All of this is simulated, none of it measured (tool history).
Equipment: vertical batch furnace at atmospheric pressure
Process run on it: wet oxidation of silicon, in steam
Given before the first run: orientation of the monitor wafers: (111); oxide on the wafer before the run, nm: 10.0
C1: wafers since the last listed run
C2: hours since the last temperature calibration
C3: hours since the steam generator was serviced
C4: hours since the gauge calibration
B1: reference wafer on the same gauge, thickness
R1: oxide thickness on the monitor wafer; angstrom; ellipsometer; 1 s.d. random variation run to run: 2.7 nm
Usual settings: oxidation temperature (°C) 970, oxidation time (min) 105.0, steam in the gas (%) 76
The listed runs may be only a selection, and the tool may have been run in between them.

{"run": 1, "day": 0.0, "oxidation temperature (°C)": 960, "oxidation time (min)": 105.0, "steam in the gas (%)": 69, "C1": 0, "C2": 3933.7, "C3": 827.8, "C4": 821.1, "B1": 411.74, "R1": 4069.6}
{"run": 2, "day": 1.483, "oxidation temperature (°C)": 960, "oxidation time (min)": 105.0, "steam in the gas (%)": 69, "C1": 562, "C2": 3969.3, "C3": 863.4, "C4": 856.7, "B1": 411.16, "R1": 4140.5}
{"run": 3, "day": 2.867, "oxidation temperature (°C)": 970, "oxidation time (min)": 105.0, "steam in the gas (%)": 76, "C1": 524, "C2": 4002.5, "C3": 896.6, "C4": 889.9, "B1": 411.66, "R1": 4641.6}
{"run": 4, "day": 5.225, "oxidation temperature (°C)": 970, "oxidation time (min)": 105.0, "steam in the gas (%)": 79, "C1": 893, "C2": 4059.1, "C3": 953.2, "C4": 946.5, "B1": 410.62, "R1": 4738.0}
{"run": 5, "day": 7.758, "oxidation temperature (°C)": 970, "oxidation time (min)": 105.0, "steam in the gas (%)": 82, "C1": 959, "C2": 4119.9, "C3": 1014.0, "C4": 1007.3, "B1": 410.87, "R1": 4863.9}
{"run": 6, "day": 12.588, "oxidation temperature (°C)": 970, "oxidation time (min)": 105.0, "steam in the gas (%)": 76, "C1": 1829, "C2": 4235.8, "C3": 1129.9, "C4": 1123.2, "B1": 409.82, "R1": 4641.1}
{"run": 7, "day": 15.15, "oxidation temperature (°C)": 957, "oxidation time (min)": 105.0, "steam in the gas (%)": 76, "C1": 971, "C2": 4297.3, "C3": 1191.4, "C4": 1184.7, "B1": 409.21, "R1": 4249.0}
{"run": 8, "day": 16.854, "oxidation temperature (°C)": 957, "oxidation time (min)": 105.0, "steam in the gas (%)": 76, "C1": 645, "C2": 4338.2, "C3": 1232.3, "C4": 1225.6, "B1": 408.93, "R1": 4217.1}
{"run": 9, "day": 19.579, "oxidation temperature (°C)": 970, "oxidation time (min)": 105.0, "steam in the gas (%)": 76, "C1": 1032, "C2": 4403.6, "C3": 1297.7, "C4": 1291.0, "B1": 408.81, "R1": 4573.9}
{"run": 10, "day": 21.288, "oxidation temperature (°C)": 970, "oxidation time (min)": 105.0, "steam in the gas (%)": 76, "C1": 647, "C2": 4444.6, "C3": 1338.7, "C4": 1332.0, "B1": 408.02, "R1": 4648.6}
{"run": 11, "day": 23.525, "oxidation temperature (°C)": 970, "oxidation time (min)": 105.0, "steam in the gas (%)": 76, "C1": 847, "C2": 4498.3, "C3": 1392.4, "C4": 1385.7, "B1": 409.06, "R1": 4600.8}
{"run": 12, "day": 26.308, "oxidation temperature (°C)": 970, "oxidation time (min)": 105.0, "steam in the gas (%)": 76, "C1": 1054, "C2": 4565.1, "C3": 1459.2, "C4": 1452.5, "B1": 408.11, "R1": 4581.7}
{"run": 13, "day": 27.779, "oxidation temperature (°C)": 970, "oxidation time (min)": 105.0, "steam in the gas (%)": 76, "C1": 557, "C2": 4600.4, "C3": 1494.5, "C4": 1487.8, "B1": 406.69, "R1": 4629.2}
{"day": 30.071, "done": "thermocouples replaced and temperature profile calibrated"}
{"run": 14, "day": 30.092, "oxidation temperature (°C)": 970, "oxidation time (min)": 105.0, "steam in the gas (%)": 76, "C1": 497, "C2": 0.5, "C3": 1550.0, "C4": 1543.3, "B1": 407.13, "R1": 4613.2}
{"day": 32.612, "done": "steam generator serviced"}
{"run": 15, "day": 37.004, "oxidation temperature (°C)": 970, "oxidation time (min)": 105.0, "steam in the gas (%)": 70, "C1": 2240, "C2": 166.4, "C3": 105.4, "C4": 1709.2, "B1": 405.28, "R1": 4335.9}
{"run": 16, "day": 39.212, "oxidation temperature (°C)": 970, "oxidation time (min)": 105.0, "steam in the gas (%)": 82, "C1": 836, "C2": 219.4, "C3": 158.4, "C4": 1762.2, "B1": 405.71, "R1": 4772.4}
{"run": 17, "day": 46.45, "oxidation temperature (°C)": 986, "oxidation time (min)": 136.5, "steam in the gas (%)": 87, "C1": 2742, "C2": 393.1, "C3": 332.1, "C4": 1935.9, "B1": 405.62, "R1": 6360.9}
{"run": 18, "day": 48.162, "oxidation temperature (°C)": 995, "oxidation time (min)": 156.0, "steam in the gas (%)": 76, "C1": 648, "C2": 434.2, "C3": 373.2, "C4": 1977.0, "B1": 404.1, "R1": 6688.8}
{"run": 19, "day": 49.621, "oxidation temperature (°C)": 947, "oxidation time (min)": 143.5, "steam in the gas (%)": 76, "C1": 552, "C2": 469.2, "C3": 408.2, "C4": 2012.0, "B1": 403.3, "R1": 4793.5}
{"day": 50.15, "done": "gauge calibrated"}
{"run": 20, "day": 52.233, "oxidation temperature (°C)": 947, "oxidation time (min)": 105.0, "steam in the gas (%)": 76, "C1": 989, "C2": 531.9, "C3": 470.9, "C4": 50.0, "B1": 417.97, "R1": 4051.7}
{"run": 21, "day": 54.746, "oxidation temperature (°C)": 977, "oxidation time (min)": 127.0, "steam in the gas (%)": 79, "C1": 952, "C2": 592.2, "C3": 531.2, "C4": 110.3, "B1": 418.61, "R1": 5610.2}
{"run": 22, "day": 56.592, "oxidation temperature (°C)": 970, "oxidation time (min)": 105.0, "steam in the gas (%)": 76, "C1": 699, "C2": 636.5, "C3": 575.5, "C4": 154.6, "B1": 417.27, "R1": 4703.7}
{"run": 23, "day": 58.238, "oxidation temperature (°C)": 947, "oxidation time (min)": 143.5, "steam in the gas (%)": 76, "C1": 623, "C2": 676.0, "C3": 615.0, "C4": 194.1, "B1": 417.75, "R1": 4971.4}
{"run": 24, "day": 59.704, "oxidation temperature (°C)": 995, "oxidation time (min)": 135.5, "steam in the gas (%)": 76, "C1": 555, "C2": 711.2, "C3": 650.2, "C4": 229.3, "B1": 417.11, "R1": 6286.2}
{"run": 25, "day": 61.312, "oxidation temperature (°C)": 946, "oxidation time (min)": 147.5, "steam in the gas (%)": 76, "C1": 609, "C2": 749.8, "C3": 688.8, "C4": 267.9, "B1": 417.32, "R1": 5031.2}
{"run": 26, "day": 62.979, "oxidation temperature (°C)": 987, "oxidation time (min)": 120.0, "steam in the gas (%)": 76, "C1": 631, "C2": 789.8, "C3": 728.8, "C4": 307.9, "B1": 415.97, "R1": 5649.9}
{"run": 27, "day": 67.846, "oxidation temperature (°C)": 958, "oxidation time (min)": 57.0, "steam in the gas (%)": 76, "C1": 1844, "C2": 906.6, "C3": 845.6, "C4": 424.7, "B1": 416.49, "R1": 2883.3}
{"run": 28, "day": 70.104, "oxidation temperature (°C)": 981, "oxidation time (min)": 126.5, "steam in the gas (%)": 76, "C1": 855, "C2": 960.8, "C3": 899.8, "C4": 478.9, "B1": 414.84, "R1": 5605.3}
{"run": 29, "day": 72.754, "oxidation temperature (°C)": 983, "oxidation time (min)": 105.0, "steam in the gas (%)": 76, "C1": 1004, "C2": 1024.4, "C3": 963.4, "C4": 542.5, "B1": 414.91, "R1": 5066.3}
{"run": 30, "day": 74.325, "oxidation temperature (°C)": 970, "oxidation time (min)": 105.0, "steam in the gas (%)": 76, "C1": 595, "C2": 1062.1, "C3": 1001.1, "C4": 580.2, "B1": 414.96, "R1": 4631.9}

A few steps of R1 between consecutive runs. Split each: what settings, incoming material and random variation would produce without the hidden state, and what is left over for the hidden state, along with gauge scatter present in only one of the two compared results (measured, and without hidden state):
The tool's hidden condition here consists of: true tube temperature minus thermocouple reading, K; steam share off its setpoint, % of the setpoint; gauge reads high (%).
Run 16 -> 17: oxidation temperature (°C) 970 -> 986, oxidation time (min) 105.0 -> 136.5, steam in the gas (%) 82 -> 87. R1 +1588.5 angstrom: hidden state -63.9, all else +1652.4.
Run 18 -> 19: oxidation temperature (°C) 995 -> 947, oxidation time (min) 156.0 -> 143.5. R1 -1895.3 angstrom: hidden state +57.9, all else -1953.2.
Run 19 -> 20: oxidation time (min) 143.5 -> 105.0, gauge calibrated. R1 -741.8 angstrom: hidden state +168.9, all else -910.7.
Run 26 -> 27: oxidation temperature (°C) 987 -> 958, oxidation time (min) 120.0 -> 57.0. R1 -2766.6 angstrom: hidden state -2.3, all else -2764.3.
Run 27 -> 28: oxidation temperature (°C) 958 -> 981, oxidation time (min) 57.0 -> 126.5. R1 +2722.0 angstrom: hidden state -12.8, all else +2734.8.
